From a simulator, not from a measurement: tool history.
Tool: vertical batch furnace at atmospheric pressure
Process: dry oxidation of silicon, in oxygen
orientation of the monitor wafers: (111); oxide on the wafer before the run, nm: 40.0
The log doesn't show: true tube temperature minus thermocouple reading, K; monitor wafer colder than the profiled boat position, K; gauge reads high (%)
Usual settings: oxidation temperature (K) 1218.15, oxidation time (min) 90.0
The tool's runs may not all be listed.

run,day,oxidation temperature (K),oxidation time (min),wafers since the last listed run,hours since the last temperature calibration,hours since the boat lift was adjusted,hours since the gauge calibration,"read-back reference wafer on the same gauge, thickness",oxide thickness on the monitor wafer (Å)
1,0.000,1218.15,109.5,0,4363.2,3137.8,235.6,67.42,832.4
2,2.042,1218.15,109.5,795,4412.2,3186.8,284.6,67.41,834.3
3,4.521,1218.15,109.5,965,4471.7,3246.3,344.1,67.38,832.9
4,7.842,1226.15,90.0,1293,4551.4,3326.0,423.8,67.40,795.5
5,11.446,1218.15,90.0,1403,4637.9,3412.5,510.3,67.39,766.4
6,14.167,1218.15,110.0,1059,4703.2,3477.8,575.6,67.39,836.1
7,17.017,1212.15,90.0,1109,4771.6,3546.2,644.0,67.41,741.2
8,20.342,1201.15,90.0,1294,4851.4,3626.0,723.8,67.41,704.9
# day 30.021: boat lift adjusted
9,32.458,1201.15,90.0,4329,5142.2,58.5,1014.6,67.41,718.1
10,35.342,1218.15,90.0,1122,5211.4,127.7,1083.8,67.41,779.9
11,39.379,1218.15,103.5,1572,5308.3,224.6,1180.7,67.41,830.9
# day 42.658: thermocouples replaced and temperature profile calibrated
12,42.679,1218.15,90.0,895,0.5,303.8,1259.9,67.40,751.8
# day 43.612: gauge calibrated
13,44.825,1195.15,52.0,835,52.0,355.3,29.1,67.41,559.1
14,48.950,1218.15,125.5,1606,151.0,454.3,128.1,67.40,869.3
15,51.883,1201.15,60.0,1142,221.4,524.7,198.5,67.39,597.7
16,53.725,1234.15,90.0,717,265.6,568.9,242.7,67.40,813.0
17,55.458,1200.15,127.5,674,307.2,610.5,284.3,67.37,795.3
18,57.225,1218.15,90.0,687,349.6,652.9,326.7,67.40,751.7
19,67.562,1207.15,66.0,4025,597.7,901.0,574.8,67.39,633.3

5 ways to go on from here, each from the tool as it stands after run 19. What would each give?
A,67.779,1211.15,90.0,84,602.9,906.2,580.0,?,?
B,67.779,1202.15,133.0,84,602.9,906.2,580.0,?,?
C,67.779,1241.15,46.0,84,602.9,906.2,580.0,?,?
D,67.779,1230.15,90.0,84,602.9,906.2,580.0,?,?
E,67.779,1206.15,76.0,84,602.9,906.2,580.0,?,?

run,"read-back reference wafer on the same gauge, thickness",oxide thickness on the monitor wafer (Å)
A,67.42,725.8
B,67.42,819.8
C,67.42,640.2
D,67.42,796.5
E,67.42,663.4
Without the tool's hidden state the same runs would have given:
run,oxide thickness on the monitor wafer (Å)
A,730.4
B,826.0
C,643.6
D,801.8
E,667.4

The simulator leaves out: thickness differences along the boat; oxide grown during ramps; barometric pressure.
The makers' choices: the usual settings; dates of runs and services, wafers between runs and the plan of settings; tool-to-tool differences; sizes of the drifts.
